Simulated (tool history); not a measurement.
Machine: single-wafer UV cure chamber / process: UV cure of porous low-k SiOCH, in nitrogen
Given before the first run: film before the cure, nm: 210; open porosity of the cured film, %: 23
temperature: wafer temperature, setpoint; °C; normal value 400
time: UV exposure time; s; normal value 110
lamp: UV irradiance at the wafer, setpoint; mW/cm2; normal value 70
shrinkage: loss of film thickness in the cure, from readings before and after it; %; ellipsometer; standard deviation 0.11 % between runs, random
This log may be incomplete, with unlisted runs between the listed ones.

{"run": 1, "day": 0.0, "temperature": 400, "time": 110, "lamp": 53, "shrinkage": 6.459}
{"run": 2, "day": 0.258, "temperature": 409, "time": 110, "lamp": 83, "shrinkage": 8.394}
{"run": 3, "day": 0.854, "temperature": 409, "time": 110, "lamp": 83, "shrinkage": 8.57}
{"run": 4, "day": 1.571, "temperature": 385, "time": 110, "lamp": 87, "shrinkage": 8.187}
{"run": 5, "day": 1.962, "temperature": 400, "time": 160, "lamp": 70, "shrinkage": 9.028}
{"run": 6, "day": 2.342, "temperature": 400, "time": 160, "lamp": 70, "shrinkage": 8.869}
{"run": 7, "day": 2.621, "temperature": 400, "time": 160, "lamp": 70, "shrinkage": 9.068}
{"run": 8, "day": 3.329, "temperature": 400, "time": 110, "lamp": 43, "shrinkage": 5.242}
{"run": 9, "day": 4.021, "temperature": 400, "time": 110, "lamp": 43, "shrinkage": 5.051}
{"day": 4.379, "done": "quartz window cleaned"}
{"run": 10, "day": 4.738, "temperature": 400, "time": 110, "lamp": 55, "shrinkage": 7.017}
{"run": 11, "day": 5.008, "temperature": 400, "time": 110, "lamp": 55, "shrinkage": 6.863}
{"day": 5.404, "done": "UV bulbs replaced"}
{"run": 12, "day": 5.667, "temperature": 400, "time": 175, "lamp": 70, "shrinkage": 10.157}
{"run": 13, "day": 6.304, "temperature": 384, "time": 110, "lamp": 53, "shrinkage": 6.507}
{"run": 14, "day": 7.025, "temperature": 400, "time": 155, "lamp": 48, "shrinkage": 7.636}
{"run": 15, "day": 7.329, "temperature": 385, "time": 110, "lamp": 70, "shrinkage": 7.61}
{"run": 16, "day": 7.588, "temperature": 412, "time": 80, "lamp": 101, "shrinkage": 8.358}
{"run": 17, "day": 8.167, "temperature": 400, "time": 110, "lamp": 70, "shrinkage": 7.978}
{"run": 18, "day": 9.125, "temperature": 400, "time": 160, "lamp": 70, "shrinkage": 9.525}
{"run": 19, "day": 9.812, "temperature": 400, "time": 110, "lamp": 87, "shrinkage": 8.589}
{"run": 20, "day": 10.1, "temperature": 384, "time": 110, "lamp": 104, "shrinkage": 9.28}
{"run": 21, "day": 10.371, "temperature": 400, "time": 110, "lamp": 70, "shrinkage": 7.639}
{"run": 22, "day": 10.65, "temperature": 400, "time": 140, "lamp": 108, "shrinkage": 10.661}

Here are 4 independent what-if runs from the current tool condition. What would each one return?
{"run": "A", "day": 10.671, "temperature": 400, "time": 110, "lamp": 70, "shrinkage": "?"}
{"run": "B", "day": 10.671, "temperature": 400, "time": 110, "lamp": 52, "shrinkage": "?"}
{"run": "C", "day": 10.671, "temperature": 387, "time": 155, "lamp": 106, "shrinkage": "?"}
{"run": "D", "day": 10.671, "temperature": 393, "time": 90, "lamp": 108, "shrinkage": "?"}

run=A shrinkage=7.633
run=B shrinkage=6.395
run=C shrinkage=10.779
run=D shrinkage=8.525
Take away the tool's hidden state, keep each run's random variation, and the runs would have read:
run=A shrinkage=8.112
run=B shrinkage=6.85
run=C shrinkage=11.294
run=D shrinkage=9.016
